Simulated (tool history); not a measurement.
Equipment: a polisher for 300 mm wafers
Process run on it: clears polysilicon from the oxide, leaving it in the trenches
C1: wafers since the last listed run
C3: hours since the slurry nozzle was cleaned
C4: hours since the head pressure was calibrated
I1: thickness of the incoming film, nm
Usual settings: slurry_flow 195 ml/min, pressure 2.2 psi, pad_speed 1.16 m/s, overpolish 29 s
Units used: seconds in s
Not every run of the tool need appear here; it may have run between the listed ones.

run 1 hour=0 | slurry_flow=195 pressure=2.2 pad_speed=1.16 overpolish=29 | C1=0 wafers_polished_on_this_pad=634 C3=177 C4=470.1 | I1=475 | seconds=38.8
run 2 hour=17.2 | slurry_flow=195 pressure=2.2 pad_speed=1.16 overpolish=29 | C1=168 wafers_polished_on_this_pad=803 C3=194.2 C4=487.3 | I1=478.3 | seconds=39.6
run 3 hour=33.8 | slurry_flow=195 pressure=2.2 pad_speed=1.16 overpolish=29 | C1=163 wafers_polished_on_this_pad=966 C3=210.8 C4=503.9 | I1=476.4 | seconds=40.2
-- hour=46.3 worn pad replaced by a new one
run 4 hour=50.2 | slurry_flow=195 pressure=2.2 pad_speed=1.16 overpolish=29 | C1=121 wafers_polished_on_this_pad=38 C3=227.2 C4=520.3 | I1=488.1 | seconds=37.7
run 5 hour=59.8 | slurry_flow=195 pressure=2.2 pad_speed=1.16 overpolish=29 | C1=94 wafers_polished_on_this_pad=133 C3=236.8 C4=529.9 | I1=475.7 | seconds=37.2
run 6 hour=71.2 | slurry_flow=195 pressure=2.2 pad_speed=1.16 overpolish=29 | C1=111 wafers_polished_on_this_pad=244 C3=248.2 C4=541.3 | I1=476.6 | seconds=36.9
run 7 hour=82.4 | slurry_flow=195 pressure=2.2 pad_speed=1.16 overpolish=29 | C1=110 wafers_polished_on_this_pad=355 C3=259.4 C4=552.5 | I1=487.2 | seconds=37.8
run 8 hour=120.8 | slurry_flow=250 pressure=2.2 pad_speed=1.04 overpolish=29 | C1=377 wafers_polished_on_this_pad=732 C3=297.8 C4=590.9 | I1=475.6 | seconds=42
run 9 hour=134.8 | slurry_flow=250 pressure=2.2 pad_speed=1.04 overpolish=29 | C1=137 wafers_polished_on_this_pad=869 C3=311.8 C4=604.9 | I1=479.7 | seconds=41.7
-- hour=140.8 worn pad replaced by a new one
run 10 hour=148.5 | slurry_flow=195 pressure=2.2 pad_speed=1.16 overpolish=29 | C1=95 wafers_polished_on_this_pad=75 C3=325.5 C4=618.6 | I1=486.3 | seconds=36.8
run 11 hour=165.5 | slurry_flow=195 pressure=2.2 pad_speed=1.16 overpolish=29 | C1=167 wafers_polished_on_this_pad=242 C3=342.5 C4=635.6 | I1=477 | seconds=36.7
-- hour=171.3 head pressure recalibrated
run 12 hour=180.7 | slurry_flow=195 pressure=2.2 pad_speed=1.16 overpolish=29 | C1=129 wafers_polished_on_this_pad=372 C3=357.7 C4=9.4 | I1=476.2 | seconds=41.4
run 13 hour=188.2 | slurry_flow=155 pressure=1.8 pad_speed=1.3 overpolish=15 | C1=73 wafers_polished_on_this_pad=445 C3=365.2 C4=16.9 | I1=478.7 | seconds=46.4
run 14 hour=204.7 | slurry_flow=195 pressure=2.2 pad_speed=1.16 overpolish=29 | C1=162 wafers_polished_on_this_pad=607 C3=381.7 C4=33.4 | I1=476.5 | seconds=41.3
-- hour=217.2 slurry nozzle cleaned
run 15 hour=219.6 | slurry_flow=195 pressure=2.2 pad_speed=0.88 overpolish=29 | C1=136 wafers_polished_on_this_pad=744 C3=2.4 C4=48.3 | I1=470.4 | seconds=53.1
-- hour=231.9 worn pad replaced by a new one
run 16 hour=232.4 | slurry_flow=230 pressure=1.9 pad_speed=1.04 overpolish=29 | C1=86 wafers_polished_on_this_pad=4 C3=15.2 C4=61.1 | I1=479.1 | seconds=49.4
run 17 hour=249.2 | slurry_flow=165 pressure=1.7 pad_speed=1.5 overpolish=42 | C1=165 wafers_polished_on_this_pad=169 C3=32 C4=77.9 | I1=473.5 | seconds=40.8
run 18 hour=256.5 | slurry_flow=195 pressure=2.2 pad_speed=1.16 overpolish=45 | C1=71 wafers_polished_on_this_pad=241 C3=39.3 C4=85.2 | I1=487.2 | seconds=40
run 19 hour=267.6 | slurry_flow=195 pressure=2.2 pad_speed=1.4 overpolish=29 | C1=109 wafers_polished_on_this_pad=350 C3=50.4 C4=96.3 | I1=481.1 | seconds=33.6
run 20 hour=274 | slurry_flow=195 pressure=2.2 pad_speed=1.34 overpolish=29 | C1=62 wafers_polished_on_this_pad=413 C3=56.8 C4=102.7 | I1=477.1 | seconds=35.3
run 21 hour=291.7 | slurry_flow=240 pressure=2.2 pad_speed=0.86 overpolish=29 | C1=173 wafers_polished_on_this_pad=587 C3=74.5 C4=120.4 | I1=485.4 | seconds=52.9
run 22 hour=298.5 | slurry_flow=150 pressure=2.7 pad_speed=1.16 overpolish=29 | C1=66 wafers_polished_on_this_pad=653 C3=81.3 C4=127.2 | I1=481.9 | seconds=34.3
run 23 hour=315.7 | slurry_flow=195 pressure=2.2 pad_speed=1.04 overpolish=24 | C1=168 wafers_polished_on_this_pad=822 C3=98.5 C4=144.4 | I1=487.2 | seconds=45.9

For each run, what was the tool's unlogged condition?
slurry flow missing at the pad, %: 0 in every run
H1: removal rate lost through wear of the pad, %
H2: deviation of the head's pressure from its setpoint, %
run=1 H1=6.86 H2=8
run=2 H1=8.47 H2=8.28
run=3 H1=10 H2=8.55
run=4 H1=1.17 H2=8.82
run=5 H1=2.07 H2=8.97
run=6 H1=3.14 H2=9.16
run=7 H1=4.18 H2=9.34
run=8 H1=7.78 H2=9.97
run=9 H1=9.09 H2=10.2
run=10 H1=1.97 H2=10.4
run=11 H1=3.57 H2=10.7
run=12 H1=4.99 H2=0.919
run=13 H1=5.69 H2=1.04
run=14 H1=7.24 H2=1.31
run=15 H1=8.63 H2=1.55
run=16 H1=0.374 H2=1.76
run=17 H1=1.95 H2=2.03
run=18 H1=2.63 H2=2.15
run=19 H1=3.67 H2=2.33
run=20 H1=4.27 H2=2.44
run=21 H1=5.93 H2=2.72
run=22 H1=6.57 H2=2.83
run=23 H1=8.18 H2=3.11

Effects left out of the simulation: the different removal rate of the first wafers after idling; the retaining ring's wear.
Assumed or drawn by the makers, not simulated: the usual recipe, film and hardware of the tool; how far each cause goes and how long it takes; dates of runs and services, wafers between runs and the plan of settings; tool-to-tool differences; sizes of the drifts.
